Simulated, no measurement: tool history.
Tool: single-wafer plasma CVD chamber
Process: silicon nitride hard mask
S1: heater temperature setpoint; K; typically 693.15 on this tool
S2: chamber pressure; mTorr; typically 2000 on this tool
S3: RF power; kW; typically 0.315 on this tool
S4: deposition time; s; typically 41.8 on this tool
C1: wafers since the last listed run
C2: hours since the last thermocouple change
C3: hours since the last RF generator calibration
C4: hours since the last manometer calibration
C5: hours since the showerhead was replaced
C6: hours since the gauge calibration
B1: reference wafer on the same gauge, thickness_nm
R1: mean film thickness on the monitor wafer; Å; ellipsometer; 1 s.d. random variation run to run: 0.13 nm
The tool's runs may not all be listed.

{"run": 1, "hour": 0.0, "S1": 693.15, "S2": 2340, "S3": 0.315, "S4": 41.8, "C1": 0, "C2": 988.8, "C3": 1515.1, "C4": 2145.9, "C5": 5744.3, "C6": 560.3, "B1": 60.725, "R1": 551.2}
{"run": 2, "hour": 97.7, "S1": 693.15, "S2": 2000, "S3": 0.315, "S4": 41.8, "C1": 1847, "C2": 1086.5, "C3": 1612.8, "C4": 2243.6, "C5": 5842, "C6": 658, "B1": 60.719, "R1": 520.53}
{"run": 3, "hour": 193.3, "S1": 693.15, "S2": 2000, "S3": 0.315, "S4": 41.8, "C1": 1807, "C2": 1182.1, "C3": 1708.4, "C4": 2339.2, "C5": 5937.6, "C6": 753.6, "B1": 60.733, "R1": 519.53}
{"run": 4, "hour": 235.7, "S1": 693.15, "S2": 2000, "S3": 0.315, "S4": 41.8, "C1": 801, "C2": 1224.5, "C3": 1750.8, "C4": 2381.6, "C5": 5980, "C6": 796, "B1": 60.724, "R1": 519.54}
{"run": 5, "hour": 293.9, "S1": 693.15, "S2": 2000, "S3": 0.315, "S4": 41.8, "C1": 1100, "C2": 1282.7, "C3": 1809, "C4": 2439.8, "C5": 6038.2, "C6": 854.2, "B1": 60.691, "R1": 521.86}
{"run": 6, "hour": 342.2, "S1": 693.15, "S2": 2000, "S3": 0.315, "S4": 41.8, "C1": 913, "C2": 1331, "C3": 1857.3, "C4": 2488.1, "C5": 6086.5, "C6": 902.5, "B1": 60.688, "R1": 519.15}
{"run": 7, "hour": 419.3, "S1": 682.15, "S2": 2000, "S3": 0.275, "S4": 41.8, "C1": 1458, "C2": 1408.1, "C3": 1934.4, "C4": 2565.2, "C5": 6163.6, "C6": 979.6, "B1": 60.691, "R1": 473.32}
{"run": 8, "hour": 519.7, "S1": 693.15, "S2": 2000, "S3": 0.36, "S4": 39.3, "C1": 1898, "C2": 1508.5, "C3": 2034.8, "C4": 2665.6, "C5": 6264, "C6": 1080, "B1": 60.687, "R1": 529.79}
{"run": 9, "hour": 565.6, "S1": 693.15, "S2": 2000, "S3": 0.36, "S4": 39.3, "C1": 868, "C2": 1554.4, "C3": 2080.7, "C4": 2711.5, "C5": 6309.9, "C6": 1125.9, "B1": 60.692, "R1": 529.64}
{"run": 10, "hour": 617.6, "S1": 693.15, "S2": 2000, "S3": 0.36, "S4": 39.3, "C1": 983, "C2": 1606.4, "C3": 2132.7, "C4": 2763.5, "C5": 6361.9, "C6": 1177.9, "B1": 60.722, "R1": 527.76}
{"run": 11, "hour": 699.7, "S1": 693.15, "S2": 2000, "S3": 0.315, "S4": 41.8, "C1": 1552, "C2": 1688.5, "C3": 2214.8, "C4": 2845.6, "C5": 6444, "C6": 1260, "B1": 60.68, "R1": 513.19}
{"run": 12, "hour": 795.1, "S1": 693.15, "S2": 2000, "S3": 0.315, "S4": 41.8, "C1": 1804, "C2": 1783.9, "C3": 2310.2, "C4": 2941, "C5": 6539.4, "C6": 1355.4, "B1": 60.722, "R1": 511.88}
{"run": 13, "hour": 839.6, "S1": 693.15, "S2": 2000, "S3": 0.315, "S4": 41.8, "C1": 841, "C2": 1828.4, "C3": 2354.7, "C4": 2985.5, "C5": 6583.9, "C6": 1399.9, "B1": 60.698, "R1": 514.66}
{"hour": 863.1, "done": "capacitance manometer re-zeroed and calibrated"}
{"run": 14, "hour": 942.2, "S1": 693.15, "S2": 2000, "S3": 0.315, "S4": 41.8, "C1": 1788, "C2": 1931, "C3": 2457.3, "C4": 79.1, "C5": 6686.5, "C6": 1502.5, "B1": 60.714, "R1": 511.49}
{"run": 15, "hour": 1015.6, "S1": 682.15, "S2": 1740, "S3": 0.315, "S4": 41.8, "C1": 1388, "C2": 2004.4, "C3": 2530.7, "C4": 152.5, "C5": 6759.9, "C6": 1575.9, "B1": 60.692, "R1": 481.46}
{"hour": 1035.6, "done": "thermocouple changed; heater temperature recalibrated"}
{"run": 16, "hour": 1068.9, "S1": 700.15, "S2": 2380, "S3": 0.26, "S4": 49.6, "C1": 856, "C2": 33.3, "C3": 2584, "C4": 205.8, "C5": 6813.2, "C6": 1629.2, "B1": 60.673, "R1": 565.63}
{"hour": 1073.0, "done": "gauge calibrated"}
{"run": 17, "hour": 1141.5, "S1": 679.15, "S2": 2000, "S3": 0.315, "S4": 44.3, "C1": 1372, "C2": 105.9, "C3": 2656.6, "C4": 278.4, "C5": 6885.8, "C6": 68.5, "B1": 60.712, "R1": 541.47}
{"run": 18, "hour": 1198.8, "S1": 693.15, "S2": 2000, "S3": 0.37, "S4": 34.2, "C1": 1083, "C2": 163.2, "C3": 2713.9, "C4": 335.7, "C5": 6943.1, "C6": 125.8, "B1": 60.742, "R1": 460.3}
{"hour": 1305.5, "done": "RF generator calibrated"}
{"hour": 1319.0, "done": "showerhead replaced"}
{"run": 19, "hour": 1452.5, "S1": 682.15, "S2": 1760, "S3": 0.335, "S4": 46.6, "C1": 4495, "C2": 416.9, "C3": 147, "C4": 589.4, "C5": 133.5, "C6": 379.5, "B1": 60.701, "R1": 543.71}
{"run": 20, "hour": 1534.6, "S1": 693.15, "S2": 2000, "S3": 0.315, "S4": 41.8, "C1": 1552, "C2": 499, "C3": 229.1, "C4": 671.5, "C5": 215.6, "C6": 461.6, "B1": 60.695, "R1": 493.21}
{"run": 21, "hour": 1621.8, "S1": 689.15, "S2": 2000, "S3": 0.315, "S4": 41.8, "C1": 1649, "C2": 586.2, "C3": 316.3, "C4": 758.7, "C5": 302.8, "C6": 548.8, "B1": 60.677, "R1": 494.2}
{"hour": 1660.9, "done": "RF generator calibrated, repeated, since the last time left the tool worse"}
{"run": 22, "hour": 1663.5, "S1": 693.15, "S2": 2140, "S3": 0.265, "S4": 34.4, "C1": 637, "C2": 627.9, "C3": 2.6, "C4": 800.4, "C5": 344.5, "C6": 590.5, "B1": 60.698, "R1": 396.41}
{"run": 23, "hour": 1738.0, "S1": 682.15, "S2": 1740, "S3": 0.315, "S4": 41.8, "C1": 1408, "C2": 702.4, "C3": 77.1, "C4": 874.9, "C5": 419, "C6": 665, "B1": 60.687, "R1": 497.51}
{"run": 24, "hour": 1812.0, "S1": 688.15, "S2": 2000, "S3": 0.27, "S4": 41.8, "C1": 1399, "C2": 776.4, "C3": 151.1, "C4": 948.9, "C5": 493, "C6": 739, "B1": 60.69, "R1": 476.81}
{"run": 25, "hour": 1886.6, "S1": 680.15, "S2": 2000, "S3": 0.315, "S4": 46.4, "C1": 1410, "C2": 851, "C3": 225.7, "C4": 1023.5, "C5": 567.6, "C6": 813.6, "B1": 60.746, "R1": 587.03}
{"run": 26, "hour": 1959.8, "S1": 693.15, "S2": 1730, "S3": 0.275, "S4": 33.8, "C1": 1384, "C2": 924.2, "C3": 298.9, "C4": 1096.7, "C5": 640.8, "C6": 886.8, "B1": 60.707, "R1": 366.31}

The logged runs with the hidden state left out (each run's random variation unchanged):
What the log doesn't record here: wafer temperature above the value expected at the setpoint (K); delivered RF power above the setpoint (%); true pressure above the setpoint (%); gauge reads high (%).
run=1 R1=558.56
run=2 R1=528.3
run=3 R1=528.14
run=4 R1=528.55
run=5 R1=531.48
run=6 R1=529.19
run=7 R1=483.76
run=8 R1=541.41
run=9 R1=541.77
run=10 R1=540.43
run=11 R1=527.06
run=12 R1=526.9
run=13 R1=530.34
run=14 R1=528.44
run=15 R1=498.41
run=16 R1=587.85
run=17 R1=562.52
run=18 R1=478.04
run=19 R1=582.51
run=20 R1=529.31
run=21 R1=530.52
run=22 R1=397.65
run=23 R1=498.97
run=24 R1=478.36
run=25 R1=588.89
run=26 R1=367.58

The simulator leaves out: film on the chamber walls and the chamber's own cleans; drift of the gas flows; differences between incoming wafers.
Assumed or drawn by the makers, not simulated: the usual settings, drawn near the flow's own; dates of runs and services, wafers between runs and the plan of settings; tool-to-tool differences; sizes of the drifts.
